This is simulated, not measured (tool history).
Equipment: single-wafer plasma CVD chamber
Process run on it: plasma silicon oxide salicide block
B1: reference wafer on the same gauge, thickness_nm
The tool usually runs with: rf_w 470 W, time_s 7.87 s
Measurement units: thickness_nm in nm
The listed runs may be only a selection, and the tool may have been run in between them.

run 1 hour=0 | rf_w=470 time_s=7.87 | B1=80.47 | thickness_nm=74.667
run 2 hour=11.9 | rf_w=470 time_s=7.87 | B1=80.369 | thickness_nm=74.888
run 3 hour=29.1 | rf_w=470 time_s=7.87 | B1=80.506 | thickness_nm=74.53
run 4 hour=41.3 | rf_w=470 time_s=7.87 | B1=80.3 | thickness_nm=74.487
run 5 hour=47.7 | rf_w=470 time_s=7.87 | B1=80.477 | thickness_nm=74.598
run 6 hour=63.6 | rf_w=450 time_s=6.97 | B1=80.498 | thickness_nm=65.249
run 7 hour=75.1 | rf_w=470 time_s=7.87 | B1=80.288 | thickness_nm=74.794
run 8 hour=92 | rf_w=470 time_s=7.87 | B1=80.446 | thickness_nm=74.387
run 9 hour=106.5 | rf_w=470 time_s=7.87 | B1=80.437 | thickness_nm=74.9
run 10 hour=160.4 | rf_w=470 time_s=7.41 | B1=80.393 | thickness_nm=70.463
run 11 hour=168.4 | rf_w=470 time_s=7.41 | B1=80.355 | thickness_nm=69.634
run 12 hour=185 | rf_w=470 time_s=7.41 | B1=80.471 | thickness_nm=70.384
run 13 hour=191.5 | rf_w=470 time_s=9.09 | B1=80.427 | thickness_nm=86.103
run 14 hour=203.1 | rf_w=470 time_s=9.09 | B1=80.446 | thickness_nm=85.868
run 15 hour=213.1 | rf_w=470 time_s=7.87 | B1=80.404 | thickness_nm=74.502
-- hour=214.3 gauge calibrated
run 16 hour=221.1 | rf_w=470 time_s=7.87 | B1=80.573 | thickness_nm=74.729
-- hour=235.5 showerhead replaced
run 17 hour=236 | rf_w=410 time_s=6.88 | B1=80.562 | thickness_nm=62.623
run 18 hour=244.3 | rf_w=470 time_s=7.87 | B1=80.41 | thickness_nm=74.688
-- hour=256.7 RF generator calibrated
run 19 hour=258.8 | rf_w=390 time_s=6.98 | B1=80.262 | thickness_nm=62.506
run 20 hour=271.4 | rf_w=445 time_s=9.03 | B1=80.465 | thickness_nm=84.361
run 21 hour=281.3 | rf_w=470 time_s=7.87 | B1=80.493 | thickness_nm=74.797
run 22 hour=289.8 | rf_w=405 time_s=7.15 | B1=80.283 | thickness_nm=64.691
run 23 hour=302.3 | rf_w=470 time_s=7.87 | B1=80.452 | thickness_nm=74.734
run 24 hour=311.5 | rf_w=470 time_s=7.87 | B1=80.436 | thickness_nm=74.193

Estimate the outcome of run 25 from the log above:
run 25 hour=327.5 | rf_w=555 time_s=7.41 | B1=? | thickness_nm=?

{"run 25": {"B1": 80.459, "thickness_nm": 73.631}}
Had the tool carried no hidden state, the very same run would have given thickness_nm 73.631 nm.
